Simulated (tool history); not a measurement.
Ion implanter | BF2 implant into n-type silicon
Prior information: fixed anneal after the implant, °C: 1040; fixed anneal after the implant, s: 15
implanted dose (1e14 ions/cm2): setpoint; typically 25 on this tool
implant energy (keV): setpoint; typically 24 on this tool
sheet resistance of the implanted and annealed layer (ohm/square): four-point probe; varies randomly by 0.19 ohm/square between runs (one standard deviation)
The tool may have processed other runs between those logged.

| run | hour | implanted dose (1e14 ions/cm2) | implant energy (keV) | read-back reference wafer on the same gauge, sheet resistance | sheet resistance of the implanted and annealed layer (ohm/square) |
|---|---|---|---|---|---|
| 1 | 0 | 25 | 24 | 127.73 | 129.89 |
| 2 | 14.7 | 25 | 20.5 | 127.67 | 138.26 |
| 3 | 39.3 | 25 | 20.5 | 127.72 | 138.34 |
| 4 | 56.9 | 25 | 20.5 | 127.69 | 138.33 |
| 5 | 77.5 | 25 | 24 | 127.76 | 130.09 |
| 6 | 105.8 | 25 | 24 | 127.75 | 130.13 |
| 7 | 127.6 | 25 | 24 | 127.79 | 130.06 |
| 8 | 161.4 | 25 | 24 | 127.79 | 130.21 |
| 9 | 181.3 | 25 | 24 | 127.83 | 130 |
| 10 | 209.7 | 25 | 24 | 127.76 | 130.26 |
|  | 229.7 | gauge calibrated |
| 11 | 295.8 | 25 | 24 | 126.94 | 129.46 |
| 12 | 330.2 | 25 | 24 | 127.01 | 129.56 |
| 13 | 398.3 | 25 | 24 | 127.05 | 129.39 |
| 14 | 430.4 | 25 | 27 | 127.05 | 123.58 |
| 15 | 463 | 25 | 27 | 127.05 | 123.46 |
| 16 | 494.4 | 25 | 16.5 | 127.07 | 148.44 |
| 17 | 522.5 | 20.73 | 21 | 127.09 | 138.51 |
| 18 | 550.9 | 18.59 | 24 | 127.13 | 133.43 |
|  | 582.3 | extraction supply calibrated |
| 19 | 582.8 | 22.24 | 24 | 127.09 | 130.68 |
| 20 | 604.3 | 17.85 | 27.5 | 127.13 | 127.27 |
| 21 | 617.3 | 25 | 24 | 127.24 | 129.1 |
| 22 | 650.5 | 18.86 | 29 | 127.13 | 123.54 |
| 23 | 678.2 | 25 | 24 | 127.11 | 129.79 |
|  | 697.2 | Faraday cup replaced and dose calibrated |
| 24 | 703.3 | 19.67 | 29.5 | 127.18 | 121.83 |
| 25 | 726.1 | 25 | 24 | 127.21 | 129.12 |
| 26 | 743.6 | 25 | 16.5 | 127.25 | 148.93 |
| 27 | 768.4 | 18.36 | 18 | 127.25 | 148.68 |
| 28 | 789.7 | 32.04 | 19 | 127.19 | 139.56 |

Forecast run 29:
| 29 | 815.3 | 21.7 | 22 | ? | ? |

{"run 29": {"read-back reference wafer on the same gauge, sheet resistance": 127.31, "sheet resistance of the implanted and annealed layer (ohm/square)": 135.81}}
Without the tool's hidden state the same run would have given sheet resistance of the implanted and annealed layer (ohm/square) 135.51.
